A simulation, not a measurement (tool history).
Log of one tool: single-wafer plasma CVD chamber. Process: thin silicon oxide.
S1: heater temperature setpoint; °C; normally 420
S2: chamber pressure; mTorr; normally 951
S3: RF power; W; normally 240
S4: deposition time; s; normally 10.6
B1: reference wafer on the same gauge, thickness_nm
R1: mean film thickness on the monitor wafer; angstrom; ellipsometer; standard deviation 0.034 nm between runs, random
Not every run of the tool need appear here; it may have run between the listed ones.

run 1 day=0.000 | S1=420 S2=951 S3=240 S4=10.6 | B1=25.302 | R1=233.46
run 2 day=1.100 | S1=420 S2=951 S3=240 S4=10.6 | B1=25.297 | R1=232.71
run 3 day=2.408 | S1=420 S2=951 S3=240 S4=10.6 | B1=25.320 | R1=233.48
-- day=3.025 gauge calibrated
run 4 day=3.567 | S1=420 S2=951 S3=240 S4=10.6 | B1=25.309 | R1=233.87
run 5 day=4.567 | S1=420 S2=951 S3=240 S4=10.6 | B1=25.301 | R1=233.42
run 6 day=5.088 | S1=420 S2=951 S3=240 S4=10.6 | B1=25.298 | R1=233.19
-- day=5.729 thermocouple changed; heater temperature recalibrated
run 7 day=6.358 | S1=420 S2=951 S3=240 S4=12.3 | B1=25.303 | R1=271.16
-- day=7.154 showerhead replaced
-- day=7.304 capacitance manometer re-zeroed and calibrated
run 8 day=7.325 | S1=420 S2=951 S3=240 S4=10.6 | B1=25.295 | R1=224.28
run 9 day=7.888 | S1=420 S2=951 S3=240 S4=12.3 | B1=25.313 | R1=259.27
run 10 day=8.788 | S1=409 S2=951 S3=240 S4=10.6 | B1=25.297 | R1=224.88
run 11 day=9.571 | S1=420 S2=778 S3=240 S4=10.6 | B1=25.302 | R1=200.72

Run 12 is up next; what results do you expect?
-- day=10.096 gauge calibrated
run 12 day=10.350 | S1=427 S2=1103 S3=205 S4=10.0 | B1=? | R1=?

Logged for run 12: B1 25.293, R1 210.66 angstrom.
Take away the tool's hidden state, keep the run-to-run variation as it was, and the same run would have given R1 211.50 angstrom.

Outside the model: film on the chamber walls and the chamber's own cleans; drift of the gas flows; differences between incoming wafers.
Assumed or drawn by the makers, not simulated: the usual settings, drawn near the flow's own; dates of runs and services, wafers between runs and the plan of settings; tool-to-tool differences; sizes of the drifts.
